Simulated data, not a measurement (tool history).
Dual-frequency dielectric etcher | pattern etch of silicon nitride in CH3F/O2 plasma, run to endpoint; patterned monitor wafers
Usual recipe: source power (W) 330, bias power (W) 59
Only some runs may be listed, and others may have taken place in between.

| run | hour | source power (W) | bias power (W) | wafers since the last listed run | hours since the last wet clean | hours since the last source power generator calibration | hours since the last bias power generator calibration | hours since the last upper electrode change | incoming incoming film thickness, nm | endpoint time (s) |
|---|---|---|---|---|---|---|---|---|---|---|
| 1 | 0 | 330 | 63 | 0 | 253.3 | 2688.9 | 1692.7 | 2718.6 | 87.8 | 110.9 |
| 2 | 14 | 330 | 63 | 126 | 267.3 | 2702.9 | 1706.7 | 2732.6 | 85.4 | 108.4 |
| 3 | 31.4 | 330 | 63 | 157 | 284.7 | 2720.3 | 1724.1 | 2750 | 86.1 | 109.1 |
| 4 | 37.9 | 330 | 59 | 58 | 291.2 | 2726.8 | 1730.6 | 2756.5 | 85.7 | 110.8 |
| 5 | 46.1 | 330 | 59 | 74 | 299.4 | 2735 | 1738.8 | 2764.7 | 86.4 | 112.8 |
| 6 | 58.9 | 360 | 59 | 115 | 312.2 | 2747.8 | 1751.6 | 2777.5 | 87.2 | 111.3 |
| 7 | 72.6 | 330 | 55 | 123 | 325.9 | 2761.5 | 1765.3 | 2791.2 | 86.6 | 114.3 |
| 8 | 82 | 330 | 55 | 84 | 335.3 | 2770.9 | 1774.7 | 2800.6 | 86.9 | 115.4 |
| 9 | 96.9 | 330 | 55 | 134 | 350.2 | 2785.8 | 1789.6 | 2815.5 | 85.6 | 114.4 |
| 10 | 104.5 | 330 | 69 | 68 | 357.8 | 2793.4 | 1797.2 | 2823.1 | 85.9 | 105.4 |
| 11 | 114.8 | 330 | 69 | 93 | 368.1 | 2803.7 | 1807.5 | 2833.4 | 87.9 | 108.4 |
| 12 | 126.5 | 330 | 59 | 105 | 379.8 | 2815.4 | 1819.2 | 2845.1 | 87.2 | 113.5 |
| 13 | 140.8 | 270 | 66 | 129 | 394.1 | 2829.7 | 1833.5 | 2859.4 | 86.5 | 112.2 |
|  | 149.6 | bias power generator calibrated |
| 14 | 150.1 | 330 | 59 | 47 | 403.4 | 2839 | 0.5 | 2868.7 | 85.3 | 110.7 |
| 15 | 159.2 | 330 | 59 | 82 | 412.5 | 2848.1 | 9.6 | 2877.8 | 86.4 | 111.7 |
| 16 | 168.5 | 330 | 59 | 84 | 421.8 | 2857.4 | 18.9 | 2887.1 | 86.1 | 111.4 |
|  | 198.7 | source power generator calibrated |
|  | 202.9 | wet clean of the chamber |
| 17 | 203.4 | 330 | 59 | 241 | 0.5 | 4.7 | 53.8 | 2922 | 86.6 | 112.8 |
| 18 | 203.7 | 370 | 67 | 2 | 0.8 | 5 | 54.1 | 2922.3 | 86.8 | 105.2 |
| 19 | 205 | 260 | 44 | 11 | 2.1 | 6.3 | 55.4 | 2923.6 | 86.8 | 130.4 |
| 20 | 214.8 | 380 | 59 | 88 | 11.9 | 16.1 | 65.2 | 2933.4 | 86 | 108.4 |
| 21 | 226.6 | 310 | 59 | 106 | 23.7 | 27.9 | 77 | 2945.2 | 86.9 | 114.8 |
| 22 | 240.3 | 330 | 59 | 123 | 37.4 | 41.6 | 90.7 | 2958.9 | 85.9 | 112 |
| 23 | 253.6 | 350 | 55 | 120 | 50.7 | 54.9 | 104 | 2972.2 | 86.3 | 113.9 |
|  | 293.4 | upper electrode replaced |
| 24 | 293.9 | 380 | 71 | 147 | 91 | 95.2 | 144.3 | 0.5 | 86.7 | 102.7 |
| 25 | 294.2 | 280 | 67 | 2 | 91.3 | 95.5 | 144.6 | 0.8 | 86.7 | 111.6 |
| 26 | 301.5 | 380 | 48 | 65 | 98.6 | 102.8 | 151.9 | 8.1 | 87.1 | 117.9 |
| 27 | 315.8 | 280 | 49 | 129 | 112.9 | 117.1 | 166.2 | 22.4 | 85.7 | 122.7 |
| 28 | 330 | 350 | 47 | 128 | 127.1 | 131.3 | 180.4 | 36.6 | 86.2 | 119.9 |
| 29 | 347.8 | 400 | 54 | 160 | 144.9 | 149.1 | 198.2 | 54.4 | 86.5 | 110.8 |
| 30 | 364.4 | 330 | 59 | 150 | 161.5 | 165.7 | 214.8 | 71 | 86.6 | 113.2 |
| 31 | 378.7 | 330 | 59 | 129 | 175.8 | 180 | 229.1 | 85.3 | 86.9 | 113.2 |

The tool's hidden state at each run:
etch rate over this chamber's usual, %: 0 on each run
source power that arrives over what is set, %: 0 on each run
bias power that arrives over what is set, %: 0 on each run
